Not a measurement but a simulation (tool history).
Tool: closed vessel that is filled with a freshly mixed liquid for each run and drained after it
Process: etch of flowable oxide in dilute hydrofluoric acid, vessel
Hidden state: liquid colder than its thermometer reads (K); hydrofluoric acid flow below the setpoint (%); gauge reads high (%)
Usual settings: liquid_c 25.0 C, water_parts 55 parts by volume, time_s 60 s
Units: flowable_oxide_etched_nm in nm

run,hour,liquid_c,water_parts,time_s,wafers since the last listed run,hours since the thermometer was replaced,hours since the hydrofluoric acid flow meter was replaced,hours since the gauge calibration,"read-back film thickness of the flowable oxide reference wafer, read on the same gauge (nm)",flowable_oxide_etched_nm
1,0.0,25.0,55,60,0,1905.2,872.6,451.4,139.99,50.33
2,16.7,25.0,55,60,1044,1921.9,889.3,468.1,139.98,50.25
3,50.4,25.0,55,60,2108,1955.6,923.0,501.8,140.02,50.41
4,75.4,25.0,55,60,1564,1980.6,948.0,526.8,139.96,50.23
5,91.4,25.0,55,60,1000,1996.6,964.0,542.8,139.98,50.71
6,119.2,25.0,55,60,1739,2024.4,991.8,570.6,139.98,49.88
7,141.1,25.0,55,60,1370,2046.3,1013.7,592.5,140.01,49.87
8,168.1,25.0,40,85,1689,2073.3,1040.7,619.5,139.99,99.59
# hour 231.3: thermometer replaced
# hour 259.3: gauge calibrated
9,263.3,25.0,40,85,5893,32.0,1135.9,4.0,140.01,108.88
10,293.4,25.0,55,60,1883,62.1,1166.0,34.1,139.97,54.44
# hour 306.5: hydrofluoric acid flow meter replaced
11,314.3,25.0,55,70,1244,83.0,7.8,55.0,140.01,63.95
12,349.2,25.0,55,70,2183,117.9,42.7,89.9,140.01,63.63
13,377.8,21.0,75,70,1789,146.5,71.3,118.5,139.98,38.25
14,392.1,25.0,55,60,894,160.8,85.6,132.8,139.97,54.12
15,467.1,28.5,55,60,4692,235.8,160.6,207.8,139.99,62.07
16,490.5,25.0,55,60,1463,259.2,184.0,231.2,140.02,54.31
17,512.0,23.0,25,35,1345,280.7,205.5,252.7,140.01,66.48
18,546.0,22.5,75,60,2127,314.7,239.5,286.7,139.97,35.01
19,568.3,27.5,65,45,1395,337.0,261.8,309.0,140.05,37.22
20,586.7,28.5,75,35,1151,355.4,280.2,327.4,139.96,25.86
21,605.9,25.0,55,60,1201,374.6,299.4,346.6,139.97,53.85
22,623.8,25.0,55,60,1119,392.5,317.3,364.5,140.03,53.65
23,659.4,29.5,65,30,2227,428.1,352.9,400.1,139.99,26.81
24,690.4,25.0,55,60,1939,459.1,383.9,431.1,139.99,53.93
25,710.3,25.0,35,35,1244,479.0,403.8,451.0,140.03,50.37

How the hidden state differs across the entries between the runs, from the last listed run before each to the first after it:
Between runs 8 and 9: thermometer replaced (hour 231.3); gauge calibrated (hour 259.3)
  liquid colder than its thermometer reads (K): 2.42 -> 0.33
  measured less the result without the state, flowable_oxide_etched_nm: -10.54 -> -1.49 nm
Between runs 10 and 11: hydrofluoric acid flow meter replaced (hour 306.5)
  liquid colder than its thermometer reads (K): 0.362 -> 0.384
  measured less the result without the state, flowable_oxide_etched_nm: -0.81 -> -1.00 nm
